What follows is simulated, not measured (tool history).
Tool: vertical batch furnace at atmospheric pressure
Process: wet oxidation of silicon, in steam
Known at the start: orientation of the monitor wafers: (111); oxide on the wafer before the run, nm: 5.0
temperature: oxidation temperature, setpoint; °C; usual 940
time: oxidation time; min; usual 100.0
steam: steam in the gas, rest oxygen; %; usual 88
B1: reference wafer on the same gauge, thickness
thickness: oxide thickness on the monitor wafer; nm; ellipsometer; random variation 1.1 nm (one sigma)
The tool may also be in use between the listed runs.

Run 1, hour 0.0: usual settings; B1 494.92. Result: thickness 425.38 nm.
Run 2, hour 66.5: usual settings; B1 494.97. Result: thickness 426.02 nm.
Run 3, hour 150.9: usual settings but time 110.0 min; B1 495.26. Result: thickness 458.06 nm.
Run 4, hour 236.3: usual settings but time 110.0 min; B1 495.01. Result: thickness 456.46 nm.
Run 5, hour 274.3: usual settings but time 110.0 min; B1 495.10. Result: thickness 456.76 nm.
Run 6, hour 380.8: usual settings but steam 84 %; B1 494.78. Result: thickness 415.97 nm.
Run 7, hour 472.1: usual settings but steam 84 %; B1 495.31. Result: thickness 414.68 nm.
Run 8, hour 554.2: usual settings but steam 84 %; B1 494.75. Result: thickness 417.95 nm.
Run 9, hour 621.5: usual settings but time 123.5 min; B1 495.10. Result: thickness 496.55 nm.
Run 10, hour 682.8: usual settings; B1 495.40. Result: thickness 430.24 nm.
Run 11, hour 752.0: usual settings; B1 494.52. Result: thickness 431.06 nm.
Run 12, hour 814.3: usual settings but steam 91 %; B1 495.16. Result: thickness 442.55 nm.
Run 13, hour 852.6: usual settings but steam 91 %; B1 495.34. Result: thickness 441.93 nm.
Run 14, hour 894.8: usual settings but steam 91 %; B1 494.93. Result: thickness 441.56 nm.
Run 15, hour 958.1: usual settings; B1 494.99. Result: thickness 431.49 nm.
Run 16, hour 1063.6: usual settings but temperature 954 °C, time 80.5 min, steam 92 %; B1 494.43. Result: thickness 423.52 nm.
Run 17, hour 1124.6: usual settings but temperature 922 °C, time 145.5 min, steam 79 %; B1 495.03. Result: thickness 459.41 nm.
At hour 1138.5: gauge calibrated.
Run 18, hour 1174.7: usual settings; B1 495.11. Result: thickness 432.94 nm.
Run 19, hour 1271.1: usual settings but temperature 921 °C, time 120.5 min, steam 81 %; B1 494.93. Result: thickness 407.49 nm.
At hour 1316.3: thermocouples replaced and temperature profile calibrated.
Run 20, hour 1316.8: usual settings; B1 494.97. Result: thickness 440.96 nm.
Run 21, hour 1347.4: usual settings; B1 494.89. Result: thickness 442.77 nm.
Run 22, hour 1421.4: usual settings but temperature 919 °C, steam 76 %; B1 495.47. Result: thickness 343.87 nm.
At hour 1539.3: steam generator serviced.
Run 23, hour 1539.8: usual settings but steam 85 %; B1 495.13. Result: thickness 431.77 nm.
Run 24, hour 1628.2: usual settings but temperature 921 °C; B1 495.26. Result: thickness 386.19 nm.
At hour 1667.1: thermocouples replaced and temperature profile calibrated, repeated, since the last time left the tool worse.
Run 25, hour 1733.7: usual settings but temperature 964 °C, steam 84 %; B1 495.28. Result: thickness 485.28 nm.
Run 26, hour 1771.8: usual settings but temperature 921 °C, time 132.0 min; B1 494.85. Result: thickness 447.73 nm.
Run 27, hour 1813.2: usual settings; B1 495.01. Result: thickness 422.91 nm.
Run 28, hour 1872.1: usual settings but temperature 953 °C, time 70.5 min; B1 495.45. Result: thickness 367.94 nm.
Run 29, hour 1967.7: usual settings but steam 96 %; B1 495.33. Result: thickness 450.80 nm.
Run 30, hour 2062.9: usual settings but temperature 959 °C, time 146.5 min, steam 81 %; B1 495.31. Result: thickness 583.11 nm.

Hidden state or all else? Some run-to-run changes of thickness, split into what the settings, what came in and random variation would give without the hidden state, and what is left for the hidden state (with any gauge scatter that isn't in both results):
The hidden state here: true tube temperature minus thermocouple reading, K; steam share off its setpoint, % of the setpoint; gauge reads high (%).
Run 19 -> 20: temperature 921 -> 940, time 120.5 -> 100.0, steam 81 -> 88, thermocouples replaced and temperature profile calibrated. thickness +33.47 nm: hidden state +7.99, all else +25.48.
Run 21 -> 22: temperature 940 -> 919, steam 88 -> 76. thickness -98.90 nm: hidden state -1.81, all else -97.09.
Run 24 -> 25: temperature 921 -> 964, steam 88 -> 84, thermocouples replaced and temperature profile calibrated, repeated, since the last time left the tool worse. thickness +99.09 nm: hidden state -17.99, all else +117.08.
Run 29 -> 30: temperature 940 -> 959, time 100.0 -> 146.5, steam 96 -> 81. thickness +132.31 nm: hidden state +0.15, all else +132.16.
